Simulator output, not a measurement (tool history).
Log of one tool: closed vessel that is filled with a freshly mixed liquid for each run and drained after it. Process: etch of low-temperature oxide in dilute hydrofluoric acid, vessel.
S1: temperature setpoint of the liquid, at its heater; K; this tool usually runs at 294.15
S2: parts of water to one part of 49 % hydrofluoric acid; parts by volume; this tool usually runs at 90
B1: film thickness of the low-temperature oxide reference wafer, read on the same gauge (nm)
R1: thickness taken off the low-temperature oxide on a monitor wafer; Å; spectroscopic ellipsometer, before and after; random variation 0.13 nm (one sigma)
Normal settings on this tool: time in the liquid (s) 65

Run 1, day 0.000: usual settings but S2 110 parts by volume; B1 49.98. Result: R1 118.6 Å.
Run 2, day 1.808: usual settings but S2 110 parts by volume; B1 50.00. Result: R1 118.1 Å.
Run 3, day 9.071: usual settings; B1 50.00. Result: R1 147.6 Å.
Run 4, day 11.642: usual settings; B1 50.01. Result: R1 146.7 Å.
Run 5, day 14.112: usual settings; B1 50.01. Result: R1 145.2 Å.
Run 6, day 16.758: usual settings but S1 296.15 K, S2 110 parts by volume; B1 50.04. Result: R1 125.6 Å.
Run 7, day 18.362: usual settings; B1 50.00. Result: R1 148.4 Å.
Run 8, day 20.192: usual settings; B1 49.99. Result: R1 145.8 Å.
Run 9, day 22.096: usual settings; B1 50.00. Result: R1 145.0 Å.
Run 10, day 27.333: usual settings; B1 49.98. Result: R1 143.5 Å.
Run 11, day 29.775: usual settings but S1 295.65 K, time in the liquid (s) 75; B1 49.98. Result: R1 174.9 Å.
Run 12, day 33.792: usual settings but S1 293.15 K; B1 50.01. Result: R1 134.8 Å.
Run 13, day 34.808: usual settings but S1 292.15 K; B1 50.02. Result: R1 129.4 Å.
Run 14, day 37.471: usual settings but S1 292.15 K; B1 50.03. Result: R1 130.7 Å.
Run 15, day 39.621: usual settings; B1 49.98. Result: R1 140.3 Å.
Run 16, day 41.500: usual settings but S1 291.15 K, S2 70 parts by volume, time in the liquid (s) 105; B1 49.99. Result: R1 262.2 Å.
Run 17, day 43.712: usual settings but S1 296.15 K, S2 50 parts by volume; B1 50.00. Result: R1 308.4 Å.
Run 18, day 45.642: usual settings but S1 290.15 K, S2 50 parts by volume, time in the liquid (s) 100; B1 49.99. Result: R1 370.7 Å.
Run 19, day 48.171: usual settings; B1 50.01. Result: R1 151.3 Å.
Run 20, day 49.767: usual settings but S1 290.15 K, S2 120 parts by volume; B1 50.02. Result: R1 93.0 Å.
Run 21, day 52.696: usual settings; B1 49.99. Result: R1 148.0 Å.
Run 22, day 54.179: usual settings but S1 298.15 K; B1 50.00. Result: R1 177.8 Å.
Run 23, day 56.642: usual settings but S1 298.15 K, S2 105 parts by volume, time in the liquid (s) 55; B1 50.01. Result: R1 125.6 Å.
Run 24, day 57.958: usual settings but S2 110 parts by volume, time in the liquid (s) 80; B1 50.00. Result: R1 147.5 Å.
Run 25, day 60.392: usual settings; B1 50.00. Result: R1 147.4 Å.
Run 26, day 63.283: usual settings but time in the liquid (s) 100; B1 50.01. Result: R1 227.3 Å.
Run 27, day 65.838: usual settings but S2 130 parts by volume, time in the liquid (s) 95; B1 50.00. Result: R1 142.9 Å.
Run 28, day 67.358: usual settings but S1 298.15 K, time in the liquid (s) 80; B1 50.01. Result: R1 213.1 Å.
Run 29, day 70.354: usual settings but S2 55 parts by volume, time in the liquid (s) 35; B1 49.99. Result: R1 136.0 Å.
Run 30, day 71.488: usual settings but S2 60 parts by volume; B1 49.98. Result: R1 225.9 Å.

Withheld: 4 entries from between the runs. Position of each, and hidden state at the listed run before versus the listed run after:
Logged between run 9 and run 10: thermometer replaced (day 23.517)
  hydrofluoric acid flow below the setpoint (%): 3.31 -> 3.71
  measured result minus the result with no hidden state, R1: -5.5 -> -6.2 Å
Logged between run 10 and run 11: hydrofluoric acid flow meter replaced (day 28.029)
  hydrofluoric acid flow below the setpoint (%): 3.71 -> 5.77
  measured result minus the result with no hidden state, R1: -6.2 -> -11.9 Å
Logged between run 16 and run 17: hydrofluoric acid flow meter replaced, repeated, since the last time left the tool worse (day 42.325)
  hydrofluoric acid flow below the setpoint (%): 6.66 -> 0.212
  measured result minus the result with no hidden state, R1: -20.3 -> -0.7 Å
Logged between run 21 and run 22: gauge calibrated (day 53.179)
  hydrofluoric acid flow below the setpoint (%): 0.89 -> 1
  measured result minus the result with no hidden state, R1: -1.4 -> -2.0 Å
